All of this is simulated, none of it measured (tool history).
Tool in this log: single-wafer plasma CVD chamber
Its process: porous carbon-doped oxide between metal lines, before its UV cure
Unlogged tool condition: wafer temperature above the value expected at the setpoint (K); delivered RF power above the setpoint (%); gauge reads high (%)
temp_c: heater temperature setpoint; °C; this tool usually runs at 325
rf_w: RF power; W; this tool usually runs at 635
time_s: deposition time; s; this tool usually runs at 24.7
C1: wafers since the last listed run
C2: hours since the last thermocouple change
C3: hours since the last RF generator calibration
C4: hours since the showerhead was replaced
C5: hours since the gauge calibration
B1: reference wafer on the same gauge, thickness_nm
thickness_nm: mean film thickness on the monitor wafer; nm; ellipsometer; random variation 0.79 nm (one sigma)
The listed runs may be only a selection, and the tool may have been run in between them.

Run 1, hour 0: usual settings but time_s 27.4 s; C1 0; C2 2107.8; C3 915.5; C4 4925.4; C5 765.3; B1 121.068. Result: thickness_nm 150.537 nm.
Run 2, hour 59.5: usual settings; C1 861; C2 2167.3; C3 975; C4 4984.9; C5 824.8; B1 121.081. Result: thickness_nm 135.821 nm.
Run 3, hour 110.7: usual settings but time_s 26.9 s; C1 741; C2 2218.5; C3 1026.2; C4 5036.1; C5 876; B1 121.017. Result: thickness_nm 149.108 nm.
Run 4, hour 163.5: usual settings but time_s 26.9 s; C1 764; C2 2271.3; C3 1079; C4 5088.9; C5 928.8; B1 120.744. Result: thickness_nm 148.568 nm.
Run 5, hour 215.7: usual settings; C1 756; C2 2323.5; C3 1131.2; C4 5141.1; C5 981; B1 121.089. Result: thickness_nm 136.631 nm.
Run 6, hour 255: usual settings but temp_c 321 °C, time_s 28.2 s; C1 569; C2 2362.8; C3 1170.5; C4 5180.4; C5 1020.3; B1 121.135. Result: thickness_nm 157.853 nm.
Run 7, hour 285.8: usual settings; C1 446; C2 2393.6; C3 1201.3; C4 5211.2; C5 1051.1; B1 121.004. Result: thickness_nm 135.795 nm.
Run 8, hour 331.8: usual settings; C1 666; C2 2439.6; C3 1247.3; C4 5257.2; C5 1097.1; B1 121.156. Result: thickness_nm 136.822 nm.
Run 9, hour 389.6: usual settings but time_s 22.6 s; C1 837; C2 2497.4; C3 1305.1; C4 5315; C5 1154.9; B1 120.965. Result: thickness_nm 126.638 nm.
Run 10, hour 429.3: usual settings but time_s 22.6 s; C1 575; C2 2537.1; C3 1344.8; C4 5354.7; C5 1194.6; B1 120.959. Result: thickness_nm 125.258 nm.
Run 11, hour 473.1: usual settings but time_s 22.6 s; C1 634; C2 2580.9; C3 1388.6; C4 5398.5; C5 1238.4; B1 120.854. Result: thickness_nm 125.841 nm.
Run 12, hour 514.9: usual settings; C1 605; C2 2622.7; C3 1430.4; C4 5440.3; C5 1280.2; B1 120.939. Result: thickness_nm 136.161 nm.
At hour 537: showerhead replaced.
Run 13, hour 548.3: usual settings; C1 367; C2 2656.1; C3 1463.8; C4 11.3; C5 1313.6; B1 120.886. Result: thickness_nm 136.298 nm.
Run 14, hour 574.2: usual settings; C1 375; C2 2682; C3 1489.7; C4 37.2; C5 1339.5; B1 120.887. Result: thickness_nm 136.763 nm.
At hour 635.7: thermocouple changed; heater temperature recalibrated.
Run 15, hour 637.2: usual settings but temp_c 332 °C, rf_w 730 W, time_s 20 s; C1 796; C2 1.5; C3 1552.7; C4 100.2; C5 1402.5; B1 121.04. Result: thickness_nm 120.289 nm.
At hour 677.1: RF generator calibrated.
Run 16, hour 704.6: usual settings but temp_c 317 °C; C1 860; C2 68.9; C3 27.5; C4 167.6; C5 1469.9; B1 120.886. Result: thickness_nm 142.858 nm.
Run 17, hour 746.8: usual settings but temp_c 332 °C, rf_w 530 W, time_s 26.6 s; C1 611; C2 111.1; C3 69.7; C4 209.8; C5 1512.1; B1 121.044. Result: thickness_nm 121.709 nm.
At hour 861.5: gauge calibrated.
Run 18, hour 887.9: usual settings but temp_c 330 °C, time_s 22.8 s; C1 2043; C2 252.2; C3 210.8; C4 350.9; C5 26.4; B1 120.822. Result: thickness_nm 122.921 nm.
Run 19, hour 954.2: usual settings but temp_c 337 °C; C1 960; C2 318.5; C3 277.1; C4 417.2; C5 92.7; B1 120.906. Result: thickness_nm 129.279 nm.
Run 20, hour 1009.2: usual settings; C1 796; C2 373.5; C3 332.1; C4 472.2; C5 147.7; B1 121.099. Result: thickness_nm 137.745 nm.
Run 21, hour 1040.2: usual settings but temp_c 310 °C, rf_w 725 W, time_s 21.2 s; C1 449; C2 404.5; C3 363.1; C4 503.2; C5 178.7; B1 120.947. Result: thickness_nm 144.338 nm.
Run 22, hour 1107.7: usual settings but rf_w 685 W, time_s 20.8 s; C1 977; C2 472; C3 430.6; C4 570.7; C5 246.2; B1 120.868. Result: thickness_nm 122.503 nm.
Run 23, hour 1134.3: usual settings; C1 385; C2 498.6; C3 457.2; C4 597.3; C5 272.8; B1 121.201. Result: thickness_nm 135.501 nm.
Run 24, hour 1193.7: usual settings; C1 860; C2 558; C3 516.6; C4 656.7; C5 332.2; B1 120.911. Result: thickness_nm 136.793 nm.
Run 25, hour 1233: usual settings but temp_c 319 °C; C1 569; C2 597.3; C3 555.9; C4 696; C5 371.5; B1 121.056. Result: thickness_nm 141.195 nm.
Run 26, hour 1275: usual settings but rf_w 735 W, time_s 26.1 s; C1 608; C2 639.3; C3 597.9; C4 738; C5 413.5; B1 121.017. Result: thickness_nm 162.083 nm.
Run 27, hour 1329.3: usual settings but temp_c 334 °C, rf_w 755 W; C1 786; C2 693.6; C3 652.2; C4 792.3; C5 467.8; B1 121.124. Result: thickness_nm 150.623 nm.
Run 28, hour 1394.4: usual settings but rf_w 600 W, time_s 26.6 s; C1 942; C2 758.7; C3 717.3; C4 857.4; C5 532.9; B1 120.754. Result: thickness_nm 139.902 nm.
Run 29, hour 1461.9: usual settings but rf_w 530 W; C1 977; C2 826.2; C3 784.8; C4 924.9; C5 600.4; B1 121.064. Result: thickness_nm 117.652 nm.
Run 30, hour 1524.8: usual settings but temp_c 339 °C, rf_w 590 W, time_s 21.1 s; C1 911; C2 889.1; C3 847.7; C4 987.8; C5 663.3; B1 121.144. Result: thickness_nm 102.079 nm.
Run 31, hour 1552.8: usual settings but rf_w 580 W, time_s 22 s; C1 405; C2 917.1; C3 875.7; C4 1015.8; C5 691.3; B1 120.952. Result: thickness_nm 113.938 nm.
Run 32, hour 1610.3: usual settings; C1 832; C2 974.6; C3 933.2; C4 1073.3; C5 748.8; B1 121.149. Result: thickness_nm 135.994 nm.
Run 33, hour 1639.9: usual settings but temp_c 313 °C, rf_w 575 W, time_s 20 s; C1 428; C2 1004.2; C3 962.8; C4 1102.9; C5 778.4; B1 121.061. Result: thickness_nm 109.698 nm.
Run 34, hour 1679.7: usual settings but rf_w 695 W, time_s 29.5 s; C1 576; C2 1044; C3 1002.6; C4 1142.7; C5 818.2; B1 120.988. Result: thickness_nm 175.151 nm.

Forecast each of these 4 alternatives for the next run:
Run A, hour 1680.1: usual settings but temp_c 333 °C; C1 5; C2 1044.4; C3 1003; C4 1143.1; C5 818.6; B1 ?. Result: thickness_nm ?.
Run B, hour 1680.1: usual settings but temp_c 335 °C, rf_w 690 W; C1 5; C2 1044.4; C3 1003; C4 1143.1; C5 818.6; B1 ?. Result: thickness_nm ?.
Run C, hour 1680.1: usual settings but temp_c 335 °C, time_s 28 s; C1 5; C2 1044.4; C3 1003; C4 1143.1; C5 818.6; B1 ?. Result: thickness_nm ?.
Run D, hour 1680.1: usual settings but temp_c 338 °C, rf_w 545 W, time_s 21.8 s; C1 5; C2 1044.4; C3 1003; C4 1143.1; C5 818.6; B1 ?. Result: thickness_nm ?.

run      B1  thickness_nm
  A  120.88       132.618
  B  120.88       140.449
  C  120.88       148.209
  D  120.88        100.52
With no hidden state in the tool, these same runs would have given:
run  thickness_nm
  A       132.618
  B       140.449
  C       148.209
  D        100.52

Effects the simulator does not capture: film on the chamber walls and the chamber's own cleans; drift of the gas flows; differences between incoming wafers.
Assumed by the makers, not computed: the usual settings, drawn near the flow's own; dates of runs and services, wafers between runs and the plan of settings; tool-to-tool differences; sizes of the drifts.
